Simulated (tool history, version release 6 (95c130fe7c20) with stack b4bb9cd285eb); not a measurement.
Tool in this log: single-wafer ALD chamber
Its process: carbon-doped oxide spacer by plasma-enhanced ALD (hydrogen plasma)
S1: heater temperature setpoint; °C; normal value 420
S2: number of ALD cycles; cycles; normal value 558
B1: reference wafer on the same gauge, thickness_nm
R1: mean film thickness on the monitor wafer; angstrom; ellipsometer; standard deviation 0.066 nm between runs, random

run   hour   S1   S2      B1      R1
  1      0  431  598    27.9  268.61
  2   34.1  431  598  27.907  269.38
  3   55.9  431  598  27.913  270.04
  4   85.4  420  634    27.9  292.49
  5    117  420  634  27.902  294.71
  6  134.4  420  634  27.892   293.5
  7  219.7  420  558   27.92  257.52
  8  232.4  428  522  27.896  237.44
  9  249.6  420  558  27.895  258.74
 10  276.2  420  558  27.886  259.44
 11  288.3  420  558  27.902  259.99
 12    319  420  558  27.893  259.25
     417.1  -- thermocouple changed; heater temperature recalibrated
 13  417.6  420  558   27.91  262.61
 14  434.7  416  603  27.917   287.3
 15  460.6  420  558   27.88  262.37
 16  494.7  420  558  27.892  263.15
 17  513.3  420  463  27.901  217.39
 18  543.1  429  451  27.893  206.02
 19  566.7  433  660  27.874  299.44
 20    586  420  558  27.918   262.7
 21  610.7  430  516  27.885     235
     616.2  -- gauge calibrated
 22  626.6  420  558  27.886  261.47
 23  648.5  434  651  27.905  293.03
 24  678.3  420  558  27.907  261.18
 25  696.4  416  476  27.916  225.01
 26  731.8  410  625  27.899  301.24
 27  763.5  413  643  27.907  306.68
 28  797.2  420  558   27.89  260.26

How would selected steps in R1 from run to run divide? Give the signed amount a tool lacking its hidden state would still show from settings, what came in and random variation, and the signed amount left for the hidden state, including any gauge scatter that is not in both of the compared results.
The tool's hidden condition here consists of: wafer temperature above the value expected at the setpoint (K); gauge reads high (%).
Run 12 -> 13: thermocouple changed; heater temperature recalibrated. R1 +3.36 angstrom: hidden state +4.41, all else -1.05.
Run 18 -> 19: S1 429 -> 433, S2 451 -> 660. R1 +93.42 angstrom: hidden state -0.53, all else +93.95.
Run 25 -> 26: S1 416 -> 410, S2 476 -> 625. R1 +76.23 angstrom: hidden state -0.68, all else +76.91.
